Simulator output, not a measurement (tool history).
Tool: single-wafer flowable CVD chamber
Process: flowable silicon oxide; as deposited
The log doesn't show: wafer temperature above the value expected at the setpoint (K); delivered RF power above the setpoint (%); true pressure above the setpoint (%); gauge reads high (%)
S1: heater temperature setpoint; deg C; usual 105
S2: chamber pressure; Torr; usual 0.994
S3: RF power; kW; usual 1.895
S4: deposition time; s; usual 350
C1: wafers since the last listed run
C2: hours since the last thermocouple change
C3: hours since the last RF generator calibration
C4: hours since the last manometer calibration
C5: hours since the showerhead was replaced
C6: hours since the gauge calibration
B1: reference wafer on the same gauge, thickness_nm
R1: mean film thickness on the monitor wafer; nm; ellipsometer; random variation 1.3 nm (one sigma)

| run | hour | S1 | S2 | S3 | S4 | C1 | C2 | C3 | C4 | C5 | C6 | B1 | R1 |
|---|---|---|---|---|---|---|---|---|---|---|---|---|---|
| 1 | 0.0 | 105 | 0.994 | 1.895 | 350 | 0 | 780.9 | 1605.9 | 1492.3 | 2756.8 | 258.0 | 278.293 | 222.741 |
| 2 | 90.4 | 105 | 0.994 | 1.895 | 350 | 348 | 871.3 | 1696.3 | 1582.7 | 2847.2 | 348.4 | 278.223 | 219.956 |
| 3 | 102.7 | 101 | 0.994 | 1.895 | 350 | 47 | 883.6 | 1708.6 | 1595.0 | 2859.5 | 360.7 | 278.473 | 254.704 |
| 4 | 135.9 | 101 | 0.994 | 1.895 | 350 | 127 | 916.8 | 1741.8 | 1628.2 | 2892.7 | 393.9 | 278.413 | 256.843 |
| 5 | 166.6 | 116 | 0.994 | 1.895 | 350 | 118 | 947.5 | 1772.5 | 1658.9 | 2923.4 | 424.6 | 278.381 | 150.297 |
| 6 | 179.6 | 105 | 0.994 | 1.895 | 350 | 50 | 960.5 | 1785.5 | 1671.9 | 2936.4 | 437.6 | 277.926 | 218.457 |
| 7 | 206.8 | 105 | 0.994 | 1.700 | 350 | 104 | 987.7 | 1812.7 | 1699.1 | 2963.6 | 464.8 | 277.750 | 215.463 |
| 8 | 225.2 | 105 | 0.994 | 1.685 | 350 | 70 | 1006.1 | 1831.1 | 1717.5 | 2982.0 | 483.2 | 278.080 | 212.809 |
| 9 | 254.6 | 105 | 0.994 | 1.685 | 350 | 113 | 1035.5 | 1860.5 | 1746.9 | 3011.4 | 512.6 | 277.774 | 214.469 |
| 10 | 279.4 | 105 | 0.994 | 1.685 | 350 | 95 | 1060.3 | 1885.3 | 1771.7 | 3036.2 | 537.4 | 277.616 | 214.078 |
| 11 | 300.3 | 105 | 0.994 | 1.895 | 350 | 80 | 1081.2 | 1906.2 | 1792.6 | 3057.1 | 558.3 | 278.171 | 218.516 |
|  | 376.8 | RF generator calibrated |
| 12 | 385.8 | 105 | 0.994 | 1.895 | 350 | 298 | 1166.7 | 9.0 | 1878.1 | 3142.6 | 643.8 | 278.021 | 218.664 |
|  | 413.5 | showerhead replaced |
| 13 | 419.8 | 105 | 0.994 | 1.550 | 350 | 100 | 1200.7 | 43.0 | 1912.1 | 6.3 | 677.8 | 277.595 | 209.771 |
|  | 429.3 | thermocouple changed; heater temperature recalibrated |
| 14 | 434.7 | 99 | 0.812 | 1.745 | 308 | 26 | 5.4 | 57.9 | 1927.0 | 21.2 | 692.7 | 278.268 | 207.124 |
| 15 | 451.8 | 105 | 0.994 | 1.895 | 350 | 65 | 22.5 | 75.0 | 1944.1 | 38.3 | 709.8 | 278.203 | 234.200 |
| 16 | 474.9 | 105 | 0.994 | 1.545 | 373 | 89 | 45.6 | 98.1 | 1967.2 | 61.4 | 732.9 | 277.900 | 237.978 |
|  | 491.4 | gauge calibrated |
|  | 503.8 | capacitance manometer re-zeroed and calibrated |
| 17 | 509.9 | 105 | 0.919 | 1.895 | 350 | 104 | 80.6 | 133.1 | 6.1 | 96.4 | 18.5 | 278.393 | 212.113 |
| 18 | 534.8 | 105 | 0.994 | 1.895 | 350 | 95 | 105.5 | 158.0 | 31.0 | 121.3 | 43.4 | 278.300 | 228.896 |
| 19 | 552.6 | 116 | 0.994 | 2.120 | 350 | 68 | 123.3 | 175.8 | 48.8 | 139.1 | 61.2 | 278.257 | 158.328 |
| 20 | 568.0 | 105 | 0.994 | 1.895 | 350 | 59 | 138.7 | 191.2 | 64.2 | 154.5 | 76.6 | 277.869 | 225.747 |
| 21 | 603.4 | 105 | 1.119 | 2.165 | 400 | 136 | 174.1 | 226.6 | 99.6 | 189.9 | 112.0 | 277.662 | 297.822 |

Forecast run 22:
| 22 | 630.7 | 99 | 0.885 | 1.895 | 350 | 105 | 201.4 | 253.9 | 126.9 | 217.2 | 139.3 | ? | ? |

{"run 22": {"B1": 277.416, "R1": 253.319}}
Without the tool's hidden state the same run would have given R1 264.365 nm.
